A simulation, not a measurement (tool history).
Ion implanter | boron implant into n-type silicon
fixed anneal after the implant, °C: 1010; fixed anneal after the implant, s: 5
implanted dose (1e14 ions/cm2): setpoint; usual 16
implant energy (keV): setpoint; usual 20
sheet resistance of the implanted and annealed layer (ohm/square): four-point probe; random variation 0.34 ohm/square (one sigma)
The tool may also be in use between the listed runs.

run,day,implanted dose (1e14 ions/cm2),implant energy (keV),"read-back reference wafer on the same gauge, sheet resistance",sheet resistance of the implanted and annealed layer (ohm/square)
1,0,18.27,20,66.18,76.7
2,2.733,18.27,20,65.98,76.83
3,6.512,16,20,65.68,81.54
4,8.275,16,20,65.59,82.02
5,12.717,16,20,65.44,81.22
6,15.729,16,20,65.36,81.62
7,17.492,16,20,65.17,81.8
8,19.592,13.1,22,65.19,90.68
9,22.075,13.1,22,65.12,90.17
10,24.712,13.1,22,65.14,90.45
# day 26.958: gauge calibrated
11,27.162,16,20,67.08,83.76
12,29.458,20.19,17.5,66.68,77.14
13,33.454,16,20,66.03,82.33
# day 35.625: Faraday cup replaced and dose calibrated
14,35.867,20.67,26.5,65.85,67.4
15,37.996,17.45,20,65.68,78.44
16,40.462,13.97,23.5,65.44,86.15
17,51.917,16,20,64.95,80.51
# day 53.908: extraction supply calibrated
18,56.392,14.01,20,64.81,86.97
19,58.796,13.97,22,64.72,85.89
20,60.696,14.7,26,64.68,81.36
21,63.325,18.79,26.5,64.66,69.38

Forecast run 22:
# day 64.05: gauge calibrated
22,66.892,18.79,26.5,?,?

{"run 22": {"read-back reference wafer on the same gauge, sheet resistance": 66.36, "sheet resistance of the implanted and annealed layer (ohm/square)": 71.29}}
Without the tool's hidden state the same run would have given sheet resistance of the implanted and annealed layer (ohm/square) 72.08.
